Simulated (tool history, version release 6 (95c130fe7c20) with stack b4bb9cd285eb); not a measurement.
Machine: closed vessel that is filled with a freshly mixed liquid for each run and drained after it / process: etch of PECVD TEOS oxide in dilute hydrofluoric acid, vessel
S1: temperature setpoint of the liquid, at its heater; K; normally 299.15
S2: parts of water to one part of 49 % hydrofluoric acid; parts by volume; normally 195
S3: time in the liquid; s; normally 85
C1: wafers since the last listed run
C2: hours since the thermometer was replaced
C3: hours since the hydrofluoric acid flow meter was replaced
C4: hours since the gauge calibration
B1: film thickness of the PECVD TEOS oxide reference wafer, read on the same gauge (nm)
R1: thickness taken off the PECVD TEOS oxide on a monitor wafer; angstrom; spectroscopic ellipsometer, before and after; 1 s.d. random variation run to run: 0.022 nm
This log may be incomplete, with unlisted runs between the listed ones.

Run 1, hour 0: usual settings; C1 0; C2 1771; C3 1286; C4 1405.3; B1 50.026. Result: R1 46.7 angstrom.
Run 2, hour 104.4: usual settings; C1 14190; C2 1875.4; C3 1390.4; C4 1509.7; B1 49.998. Result: R1 46.57 angstrom.
Run 3, hour 146.9: usual settings; C1 5776; C2 1917.9; C3 1432.9; C4 1552.2; B1 49.967. Result: R1 47.18 angstrom.
Run 4, hour 197.6: usual settings; C1 6891; C2 1968.6; C3 1483.6; C4 1602.9; B1 49.985. Result: R1 46.97 angstrom.
Run 5, hour 276.9: usual settings but S1 302.65 K; C1 10778; C2 2047.9; C3 1562.9; C4 1682.2; B1 50.049. Result: R1 53.42 angstrom.
Run 6, hour 325.8: usual settings but S1 302.65 K; C1 6646; C2 2096.8; C3 1611.8; C4 1731.1; B1 49.973. Result: R1 53.1 angstrom.
Run 7, hour 364.1: usual settings but S1 302.65 K; C1 5205; C2 2135.1; C3 1650.1; C4 1769.4; B1 50.025. Result: R1 53.09 angstrom.
At hour 432.7: hydrofluoric acid flow meter replaced.
Run 8, hour 444.5: usual settings; C1 10792; C2 2215.5; C3 11.8; C4 1849.8; B1 49.971. Result: R1 48.04 angstrom.
Run 9, hour 517.8: usual settings; C1 9963; C2 2288.8; C3 85.1; C4 1923.1; B1 50.01. Result: R1 48.42 angstrom.
At hour 579.4: gauge calibrated.
Run 10, hour 600.3: usual settings; C1 11213; C2 2371.3; C3 167.6; C4 20.9; B1 49.988. Result: R1 48.49 angstrom.
Run 11, hour 873.1: usual settings but S1 300.65 K, S2 290 parts by volume, S3 125 s; C1 37079; C2 2644.1; C3 440.4; C4 293.7; B1 49.99. Result: R1 45.4 angstrom.
At hour 891.6: thermometer replaced.
Run 12, hour 937.3: usual settings; C1 8590; C2 45.7; C3 504.6; C4 357.9; B1 50.041. Result: R1 46 angstrom.
Run 13, hour 983.8: usual settings; C1 6320; C2 92.2; C3 551.1; C4 404.4; B1 49.981. Result: R1 46.12 angstrom.
Run 14, hour 1085: usual settings but S2 145 parts by volume, S3 105 s; C1 13755; C2 193.4; C3 652.3; C4 505.6; B1 50.004. Result: R1 81.41 angstrom.
Run 15, hour 1148: usual settings but S1 302.15 K, S2 285 parts by volume, S3 40 s; C1 8563; C2 256.4; C3 715.3; C4 568.6; B1 50.054. Result: R1 14.72 angstrom.
Run 16, hour 1241: usual settings but S1 303.65 K, S2 250 parts by volume, S3 50 s; C1 12640; C2 349.4; C3 808.3; C4 661.6; B1 49.979. Result: R1 23.26 angstrom.
Run 17, hour 1291.1: usual settings but S2 285 parts by volume; C1 6809; C2 399.5; C3 858.4; C4 711.7; B1 49.962. Result: R1 28.62 angstrom.
Run 18, hour 1379: usual settings but S1 300.65 K, S2 150 parts by volume, S3 110 s; C1 11947; C2 487.4; C3 946.3; C4 799.6; B1 50.006. Result: R1 87.06 angstrom.
Run 19, hour 1479.1: usual settings but S2 95 parts by volume, S3 105 s; C1 13605; C2 587.5; C3 1046.4; C4 899.7; B1 49.954. Result: R1 132.3 angstrom.
Run 20, hour 1586.4: usual settings but S1 294.15 K, S3 40 s; C1 14584; C2 694.8; C3 1153.7; C4 1007; B1 50.03. Result: R1 18.14 angstrom.
Run 21, hour 1676.4: usual settings but S1 302.15 K, S2 285 parts by volume, S3 40 s; C1 12232; C2 784.8; C3 1243.7; C4 1097; B1 50.007. Result: R1 14.95 angstrom.
Run 22, hour 1739.6: usual settings but S1 300.65 K, S2 140 parts by volume, S3 130 s; C1 8590; C2 848; C3 1306.9; C4 1160.2; B1 50. Result: R1 111.78 angstrom.
Run 23, hour 1792.5: usual settings but S1 302.15 K, S2 145 parts by volume; C1 7190; C2 900.9; C3 1359.8; C4 1213.1; B1 50. Result: R1 74.36 angstrom.
Run 24, hour 1843.3: usual settings but S1 296.65 K; C1 6904; C2 951.7; C3 1410.6; C4 1263.9; B1 50.061. Result: R1 42.49 angstrom.
Run 25, hour 1904.6: usual settings but S1 301.65 K, S2 250 parts by volume, S3 50 s; C1 8331; C2 1013; C3 1471.9; C4 1325.2; B1 50.051. Result: R1 21.83 angstrom.
At hour 1912.3: hydrofluoric acid flow meter replaced.
Run 26, hour 1993.4: usual settings but S3 60 s; C1 11933; C2 1101.8; C3 81.1; C4 1414; B1 49.977. Result: R1 33.45 angstrom.
Run 27, hour 2054: usual settings but S1 300.65 K, S2 275 parts by volume, S3 130 s; C1 8236; C2 1162.4; C3 141.7; C4 1474.6; B1 50.019. Result: R1 50.07 angstrom.
Run 28, hour 2106.7: usual settings but S1 303.15 K, S2 245 parts by volume, S3 105 s; C1 7163; C2 1215.1; C3 194.4; C4 1527.3; B1 50.012. Result: R1 50.57 angstrom.
Run 29, hour 2151.6: usual settings; C1 6102; C2 1260; C3 239.3; C4 1572.2; B1 49.975. Result: R1 47.32 angstrom.
Run 30, hour 2218.5: usual settings but S1 297.15 K; C1 9093; C2 1326.9; C3 306.2; C4 1639.1; B1 50.034. Result: R1 44.17 angstrom.
Run 31, hour 2279.5: usual settings but S2 290 parts by volume, S3 50 s; C1 8291; C2 1387.9; C3 367.2; C4 1700.1; B1 49.991. Result: R1 17.04 angstrom.
Run 32, hour 2341.9: usual settings but S1 297.65 K, S2 225 parts by volume, S3 70 s; C1 8481; C2 1450.3; C3 429.6; C4 1762.5; B1 50.001. Result: R1 31.1 angstrom.
Run 33, hour 2555.1: usual settings; C1 28978; C2 1663.5; C3 642.8; C4 1975.7; B1 50.004. Result: R1 47.75 angstrom.
Run 34, hour 2650.4: usual settings; C1 12953; C2 1758.8; C3 738.1; C4 2071; B1 50.013. Result: R1 47.6 angstrom.

Table of differences, measured result less the result of that run with no hidden state. Run-to-run variation is the same in both. Gauge scatter possibly is not:
The hidden state here: liquid hotter than its thermometer reads (K); hydrofluoric acid flow below the setpoint (%); gauge reads high (%).
run     R1
  1  +1.06
  2   +1.1
  3  +1.13
  4  +1.14
  5  +1.22
  6  +1.23
  7  +1.25
  8  +2.54
  9  +2.59
 10  +2.63
 11  +2.32
 12  +0.16
 13  +0.18
 14  +0.48
 15  +0.04
 16  +0.09
 17  +0.14
 18  +0.74
 19  +1.59
 20  +0.21
 21   +0.1
 22  +1.43
 23  +0.91
 24  +0.56
 25   +0.2
 26  +1.16
 27  +1.62
 28  +1.64
 29  +1.72
 30  +1.66
 31  +0.59
 32  +1.18
 33   +1.9
 34  +1.94
